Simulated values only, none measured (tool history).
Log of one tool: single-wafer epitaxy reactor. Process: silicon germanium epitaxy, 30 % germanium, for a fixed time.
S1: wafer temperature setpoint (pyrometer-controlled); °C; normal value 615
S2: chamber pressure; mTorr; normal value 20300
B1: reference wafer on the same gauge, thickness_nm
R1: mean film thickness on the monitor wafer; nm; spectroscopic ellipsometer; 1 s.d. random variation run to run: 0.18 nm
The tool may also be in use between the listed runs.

run,hour,S1,S2,B1,R1
1,0,603,20300,85.45,65.364
2,76.7,615,21700,85.5,81.353
3,297.1,615,21700,85.377,81.257
4,388.7,615,21700,85.417,81.603
5,478.4,610,21400,85.388,74.94
6,554.8,610,21400,85.312,75.133
7,639.5,610,21400,85.43,75.165
8,732.4,615,20300,85.407,79.529
9,965.3,615,20300,85.309,79.514
10,1051,615,20300,85.462,79.169
11,1111.7,615,21600,85.341,82.442
12,1204.3,615,21600,85.4,82.625
13,1296.1,615,21600,85.358,82.661
14,1391.9,615,21400,85.376,82.077
15,1462.4,619,19100,85.306,82.294
16,1563.4,615,20300,85.429,79.708
17,1647.9,615,20300,85.419,77.205
18,1717.2,602,23600,85.486,68.565
19,1789.1,604,19000,85.425,62.522
20,1848.2,615,21700,85.385,80.421
21,1947.6,620,16600,85.433,74.01
22,2044.8,615,19000,85.435,74.635
23,2268.6,627,15400,85.435,78.716
24,2359.1,606,17500,85.383,61.766
25,2440.6,607,24300,85.381,76.079
26,2522.4,628,22000,85.398,99.605
27,2591.3,615,20300,85.369,77.907
28,2697.7,615,20300,85.377,77.903
29,2744.6,615,16200,85.389,68.207
30,2802,620,23100,85.351,90.669
31,2893.2,615,21700,85.394,81.423
32,2996.9,615,20300,85.366,78.198
33,3095.6,606,18600,85.454,64.535
34,3181.5,615,20300,85.467,78.32

The log once held 5 entries between its listed runs, left out of this copy. Where does each go, and what is different about the tool's unlogged condition between the listed run before it and the listed run after it?
In the gap between runs 1 and 2: gauge calibrated (hour 53)
  wafer temperature above the value expected at the setpoint (K): 0.913 -> 0.957
  difference, measured minus the result without the unlogged condition, R1: +0.942 -> +1.199 nm
In the gap between runs 9 and 10: showerhead replaced, of another model than before (hour 1010.5)
  wafer temperature above the value expected at the setpoint (K): 1.47 -> 1.52
  difference, measured minus the result without the unlogged condition, R1: +1.791 -> +1.842 nm
In the gap between runs 15 and 16: capacitance manometer re-zeroed and calibrated (hour 1529.8)
  wafer temperature above the value expected at the setpoint (K): 1.75 -> 1.81
  difference, measured minus the result without the unlogged condition, R1: +2.191 -> +2.209 nm
In the gap between runs 16 and 17: pyrometer calibrated (hour 1633.9)
  wafer temperature above the value expected at the setpoint (K): 1.81 -> -0.286
  difference, measured minus the result without the unlogged condition, R1: +2.209 -> -0.345 nm
In the gap between runs 20 and 21: gauge calibrated (hour 1899.8)
  wafer temperature above the value expected at the setpoint (K): -0.171 -> -0.114
  difference, measured minus the result without the unlogged condition, R1: -0.215 -> -0.13 nm
